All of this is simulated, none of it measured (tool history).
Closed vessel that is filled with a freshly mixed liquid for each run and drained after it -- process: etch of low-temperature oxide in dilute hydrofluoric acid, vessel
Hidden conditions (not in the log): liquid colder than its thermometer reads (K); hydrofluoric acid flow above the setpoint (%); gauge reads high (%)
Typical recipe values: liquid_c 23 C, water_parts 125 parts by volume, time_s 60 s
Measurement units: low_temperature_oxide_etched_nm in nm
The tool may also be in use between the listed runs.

run,hour,liquid_c,water_parts,time_s,wafers since the last listed run,hours since the thermometer was replaced,hours since the hydrofluoric acid flow meter was replaced,hours since the gauge calibration,"read-back film thickness of the low-temperature oxide reference wafer, read on the same gauge (nm)",low_temperature_oxide_etched_nm
1,0,21,125,60,0,569.4,383.2,235,60,6.63
2,12.7,23,125,80,933,582.1,395.9,247.7,60.01,9.48
3,89.6,23,125,80,5650,659,472.8,324.6,59.99,9.56
4,109.6,23,125,80,1469,679,492.8,344.6,60.02,9.66
5,130.6,24.5,125,60,1542,700,513.8,365.6,59.99,7.71
6,149.5,21.5,125,60,1388,718.9,532.7,384.5,60.01,6.72
7,178,21.5,125,60,2094,747.4,561.2,413,60.01,6.75
8,209.3,23,125,60,2299,778.7,592.5,444.3,59.97,7.31
9,234.8,23,125,60,1873,804.2,618,469.8,60.01,7.28
10,248.5,23,125,60,1006,817.9,631.7,483.5,60.02,7.23
11,261.7,23,125,75,969,831.1,644.9,496.7,59.99,9.04
12,290.3,23,125,75,2101,859.7,673.5,525.3,59.99,9.1
13,302.4,23,125,75,889,871.8,685.6,537.4,59.99,9.07
14,316.1,23,125,60,1006,885.5,699.3,551.1,60.01,7.23
15,343.1,23,125,60,1983,912.5,726.3,578.1,60,7.29
# hour 366.3: thermometer replaced
16,369.9,23,125,60,1895,3.6,753.1,604.9,59.99,7.33
17,401,26.5,75,60,2285,34.7,784.2,636,60,14.86
18,435.6,21,125,75,2542,69.3,818.8,670.6,60,8.46
19,463.2,23,125,60,2027,96.9,846.4,698.2,59.98,7.23
20,487,24.5,125,60,1748,120.7,870.2,722,59.98,7.81
21,514.5,20.5,105,60,2020,148.2,897.7,749.5,60,8.1
# hour 516.3: gauge calibrated
22,549.4,23,105,75,2564,183.1,932.6,33.1,60.02,11.35
# hour 560.3: hydrofluoric acid flow meter replaced
23,571.1,18.5,75,60,1520,204.8,10.8,54.8,60,10.29
24,587.7,23,125,60,1219,221.4,27.4,71.4,60,6.98
25,609.5,27,165,45,1601,243.2,49.2,93.2,59.99,4.43
26,632.2,23,110,30,1667,265.9,71.9,115.9,59.99,4.03
27,665.8,23,165,75,2468,299.5,105.5,149.5,59.99,6.31
28,690.2,23,155,60,1792,323.9,129.9,173.9,60.01,5.47
29,708.3,27.5,125,45,1329,342,148,192,60.01,6.29
30,741.7,26,170,30,2454,375.4,181.4,225.4,60,2.8
31,761.9,23,75,70,1484,395.6,201.6,245.6,59.99,14.46
32,782.2,23,125,90,1491,415.9,221.9,265.9,59.98,10.59

Entry by entry between the runs, the difference in hidden state between the last listed run before and the first listed run after:
From run 15 to run 16: thermometer replaced (hour 366.3)
  hydrofluoric acid flow above the setpoint (%): 4.67 -> 4.81
  measured value less the no-hidden-state value, low_temperature_oxide_etched_nm: +0.37 -> +0.38 nm
From run 21 to run 22: gauge calibrated (hour 516.3)
  hydrofluoric acid flow above the setpoint (%): 5.58 -> 5.77
  measured value less the no-hidden-state value, low_temperature_oxide_etched_nm: +0.48 -> +0.69 nm
From run 22 to run 23: hydrofluoric acid flow meter replaced (hour 560.3)
  hydrofluoric acid flow above the setpoint (%): 5.77 -> 0.558
  measured value less the no-hidden-state value, low_temperature_oxide_etched_nm: +0.69 -> +0.06 nm

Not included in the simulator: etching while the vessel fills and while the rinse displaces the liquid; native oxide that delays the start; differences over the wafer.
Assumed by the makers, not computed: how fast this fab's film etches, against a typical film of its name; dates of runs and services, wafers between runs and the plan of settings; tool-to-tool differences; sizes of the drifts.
